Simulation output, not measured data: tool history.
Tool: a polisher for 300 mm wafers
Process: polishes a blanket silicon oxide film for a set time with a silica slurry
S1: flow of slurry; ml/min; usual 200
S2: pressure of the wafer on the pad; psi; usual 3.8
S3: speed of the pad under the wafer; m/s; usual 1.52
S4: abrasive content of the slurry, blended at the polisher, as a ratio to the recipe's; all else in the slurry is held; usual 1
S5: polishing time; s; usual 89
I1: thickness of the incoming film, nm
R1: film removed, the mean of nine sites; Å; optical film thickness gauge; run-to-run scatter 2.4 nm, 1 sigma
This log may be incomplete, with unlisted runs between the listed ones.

Run 1, hour 0: usual settings but S3 1.66 m/s; I1 964.3. Result: R1 3761 Å.
Run 2, hour 71.5: usual settings but S3 1.66 m/s; I1 983.8. Result: R1 3646 Å.
Run 3, hour 132.1: usual settings; I1 975.3. Result: R1 3377 Å.
Run 4, hour 194.7: usual settings; I1 979. Result: R1 3290 Å.
Run 5, hour 230.5: usual settings; I1 980.8. Result: R1 3231 Å.
Run 6, hour 300.4: usual settings; I1 980.4. Result: R1 3378 Å.
Run 7, hour 336.2: usual settings; I1 982.6. Result: R1 3283 Å.
Run 8, hour 405.8: usual settings but S2 4.4 psi; I1 973.9. Result: R1 3763 Å.
Run 9, hour 447.7: usual settings but S2 4.4 psi; I1 994.3. Result: R1 4008 Å.
Run 10, hour 560.3: usual settings but S4 1.2, S5 68 s; I1 966.5. Result: R1 2693 Å.
Run 11, hour 613.9: usual settings but S4 1.2, S5 68 s; I1 985.3. Result: R1 2741 Å.
Run 12, hour 667.2: usual settings but S3 1.02 m/s, S4 1.2; I1 972.9. Result: R1 2774 Å.
Run 13, hour 719.1: usual settings but S4 1.1, S5 64 s; I1 987.8. Result: R1 2415 Å.
Run 14, hour 769.9: usual settings but S1 265 ml/min, S2 4.3 psi, S5 98 s; I1 989.3. Result: R1 4000 Å.
Run 15, hour 815.7: usual settings but S2 3.5 psi, S3 1.2 m/s, S4 1.25; I1 995.4. Result: R1 2802 Å.
Run 16, hour 883.5: usual settings; I1 978.7. Result: R1 3370 Å.
Run 17, hour 927.1: usual settings; I1 982.2. Result: R1 3474 Å.
Run 18, hour 957.2: usual settings but S1 260 ml/min, S2 5.1 psi, S4 1.15, S5 117 s; I1 982.3. Result: R1 6549 Å.
Run 19, hour 998.5: usual settings but S3 1.34 m/s, S5 63 s; I1 985.7. Result: R1 2197 Å.
Run 20, hour 1045.7: usual settings but S4 0.9; I1 974.5. Result: R1 3134 Å.
Run 21, hour 1098.7: usual settings but S2 4.4 psi, S3 1.08 m/s; I1 964.2. Result: R1 3073 Å.
Run 22, hour 1162.2: usual settings but S2 2.8 psi, S4 0.75, S5 115 s; I1 966.7. Result: R1 2646 Å.
Run 23, hour 1218.6: usual settings but S1 230 ml/min, S4 0.85; I1 977.2. Result: R1 3083 Å.
Run 24, hour 1273.8: usual settings but S5 67 s; I1 980.3. Result: R1 2656 Å.
Run 25, hour 1327: usual settings but S4 1.25; I1 983.8. Result: R1 3779 Å.
Run 26, hour 1380.3: usual settings; I1 957.9. Result: R1 3370 Å.

Removed from this log: 19 entries logged between the listed runs. Between which two listed runs does each belong, and how does the tool's hidden state at the listed run before it compare with that at the listed run after it?
From run 1 to run 2: slurry blender recalibrated (hour 24)
  deviation of the head's pressure from its setpoint, %: -0.51 -> -3.58; time polished since the conditioner stopped cutting, s: 7.72 -> 18.7
  what was measured, less what the result would be without the hidden state, R1: -54 -> -215 Å
From run 2 to run 3: worn pad replaced by a new one (hour 82.5)
  deviation of the head's pressure from its setpoint, %: -3.58 -> -5.15; time polished since the conditioner stopped cutting, s: 18.7 -> 28.1
  what was measured, less what the result would be without the hidden state, R1: -215 -> -287 Å
From run 5 to run 6: conditioning disc replaced and pad reconditioned (hour 297.7)
  deviation of the head's pressure from its setpoint, %: -6.58 -> -7.11; time polished since the conditioner stopped cutting, s: 43.2 -> 1.23
  what was measured, less what the result would be without the hidden state, R1: -377 -> -263 Å
From run 7 to run 8: slurry blender recalibrated (hour 400.5)
  deviation of the head's pressure from its setpoint, %: -7.29 -> -7.53; time polished since the conditioner stopped cutting, s: 6.74 -> 17.5
  what was measured, less what the result would be without the hidden state, R1: -282 -> -389 Å
From run 8 to run 9: slurry nozzle cleaned (hour 408.6); worn pad replaced by a new one (hour 422); head pressure recalibrated (hour 436.8)
  deviation of the head's pressure from its setpoint, %: -7.53 -> -1.78; time polished since the conditioner stopped cutting, s: 17.5 -> 23.9
  what was measured, less what the result would be without the hidden state, R1: -389 -> -192 Å
From run 10 to run 11: conditioning disc replaced and pad reconditioned (hour 599.9)
  deviation of the head's pressure from its setpoint, %: -6.25 -> -7.36; time polished since the conditioner stopped cutting, s: 41.2 -> 7.41
  what was measured, less what the result would be without the hidden state, R1: -299 -> -240 Å
From run 13 to run 14: worn pad replaced by a new one (hour 728.3)
  deviation of the head's pressure from its setpoint, %: -8.58 -> -8.91; time polished since the conditioner stopped cutting, s: 23.6 -> 31.4
  what was measured, less what the result would be without the hidden state, R1: -289 -> -545 Å
From run 14 to run 15: slurry blender recalibrated (hour 790.1); slurry nozzle cleaned (hour 793.3)
  deviation of the head's pressure from its setpoint, %: -8.91 -> -9.11; time polished since the conditioner stopped cutting, s: 31.4 -> 38.5
  what was measured, less what the result would be without the hidden state, R1: -545 -> -372 Å
From run 15 to run 16: head pressure recalibrated (hour 842.5)
  deviation of the head's pressure from its setpoint, %: -9.11 -> -1.85; time polished since the conditioner stopped cutting, s: 38.5 -> 48.9
  what was measured, less what the result would be without the hidden state, R1: -372 -> -239 Å
From run 16 to run 17: conditioning disc replaced and pad reconditioned (hour 885.8)
  deviation of the head's pressure from its setpoint, %: -1.85 -> -3.6; time polished since the conditioner stopped cutting, s: 48.9 -> 7.56
  what was measured, less what the result would be without the hidden state, R1: -239 -> -159 Å
From run 19 to run 20: worn pad replaced by a new one (hour 1031.8)
  deviation of the head's pressure from its setpoint, %: -5.46 -> -6.25; time polished since the conditioner stopped cutting, s: 18.5 -> 25.8
  what was measured, less what the result would be without the hidden state, R1: -167 -> -296 Å
From run 22 to run 23: conditioning disc replaced and pad reconditioned (hour 1210.9)
  deviation of the head's pressure from its setpoint, %: -7.32 -> -7.58; time polished since the conditioner stopped cutting, s: 43.7 -> 7.29
  what was measured, less what the result would be without the hidden state, R1: -303 -> -278 Å
From run 23 to run 24: slurry nozzle cleaned (hour 1228.9); slurry blender recalibrated (hour 1239.3); head pressure recalibrated (hour 1257.7)
  deviation of the head's pressure from its setpoint, %: -7.58 -> -0.417; time polished since the conditioner stopped cutting, s: 7.29 -> 15.8
  what was measured, less what the result would be without the hidden state, R1: -278 -> -57 Å
From run 24 to run 25: worn pad replaced by a new one (hour 1324)
  deviation of the head's pressure from its setpoint, %: -0.417 -> -2.9; time polished since the conditioner stopped cutting, s: 15.8 -> 24
  what was measured, less what the result would be without the hidden state, R1: -57 -> -211 Å
